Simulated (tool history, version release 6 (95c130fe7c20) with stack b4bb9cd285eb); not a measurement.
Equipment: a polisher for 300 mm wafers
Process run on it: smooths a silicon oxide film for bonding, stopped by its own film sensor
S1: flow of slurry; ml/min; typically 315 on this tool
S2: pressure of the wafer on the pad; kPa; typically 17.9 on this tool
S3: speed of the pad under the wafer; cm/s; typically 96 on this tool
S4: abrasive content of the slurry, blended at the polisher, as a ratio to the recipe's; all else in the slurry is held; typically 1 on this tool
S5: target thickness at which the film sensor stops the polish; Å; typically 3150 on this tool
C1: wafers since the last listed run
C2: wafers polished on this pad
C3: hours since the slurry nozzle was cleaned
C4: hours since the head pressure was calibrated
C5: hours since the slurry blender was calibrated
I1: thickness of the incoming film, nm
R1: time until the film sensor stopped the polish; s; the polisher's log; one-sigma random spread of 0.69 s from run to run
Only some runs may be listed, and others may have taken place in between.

run     day   S1    S2   S3    S4    S5   C1   C2     C3      C4     C5     I1     R1
  1       0  315  17.9   96     1  3150    0   87  355.1  1076.2  207.2  380.7   72.4
  2   0.792  315  17.9   96     1  3150  138  226  374.1  1095.2  226.2  378.3   68.7
  3   1.479  315  17.9   96     1  3150  120  346  390.6  1111.7  242.7    384   74.7
  4   2.888  315  17.9   96   1.2  3150  246  593  424.4  1145.5  276.5  376.6   63.4
  5   3.496  315  17.9   96     1  3150  106  699    439  1160.1  291.1  383.2   76.4
      4.746  -- worn pad replaced by a new one
  6   6.488  315  17.9   96     1  3150  494  304  510.8  1231.9  362.9  378.6     73
      6.667  -- slurry nozzle cleaned
  7   7.008  315  17.9   96     1  3150   83  388    8.2  1244.4  375.4  376.7   69.9
  8   7.508  315  17.9   96     1  3150   87  476   20.2  1256.4  387.4  382.2   76.8
  9   8.908  315  17.9   96     1  3150  244  721   53.8    1290    421  380.7     76
      9.338  -- slurry blender recalibrated
 10  10.375  315  17.9   96     1  3150  242  963     89  1325.2   24.9    378   65.7
     10.979  -- worn pad replaced by a new one
 11  11.708  315  17.9   96     1  3150  204  127    121  1357.2   56.9  372.1   59.7
 12  13.058  285  13.8   70     1  3320  236  363  153.4  1389.6   89.3    384   87.6
 13  13.767  315  17.9   96     1  3150  123  487  170.4  1406.6  106.3  382.5   72.3
     14.212  -- head pressure recalibrated
 14  14.688  315  22.1   96     1  3250  146  634  192.5    11.4  128.4    377   47.4
 15    15.6  315  17.9   96     1  3150  159  794  214.4    33.3  150.3  381.8   71.7
 16  16.225  415  17.9   96     1  3040  109  903  229.4    48.3  165.3  377.3   77.8
 17   16.75  245  22.1   96     1  3150   91  995    242    60.9  177.9  384.9   66.1
     17.567  -- worn pad replaced by a new one
 18  18.058  315  17.9   68     1  3090  199   86  273.4    92.3  209.3  378.6     98
 19  19.088  380  17.9   96  0.85  2940  180  266  298.1     117    234    381  101.9
 20  20.554  315  15.9   96     1  3150  256  522  333.3   152.2  269.2  379.1   78.7
 21  22.017  315  15.2  124     1  3070  255  778  368.4   187.3  304.3  381.4   78.4

Below are 4 alternative next runs, each starting from the tool's condition after run 21. Predict each:
  A  22.033  315  16.5   96     1  3150   2  781  368.8  187.7  304.7  384.9   ?
  B  22.033  315  17.9  110  0.75  2940   2  781  368.8  187.7  304.7  384.9   ?
  C  22.033  315  17.9   70     1  3150   2  781  368.8  187.7  304.7  384.9   ?
  D  22.033  315  16.5  124     1  3150   2  781  368.8  187.7  304.7  384.9   ?

run     R1
  A   84.5
  B  109.1
  C  100.5
  D   69.5
Without the tool's hidden state the same runs would have given:
run    R1
  A  76.4
  B  97.2
  C  90.9
  D  62.9
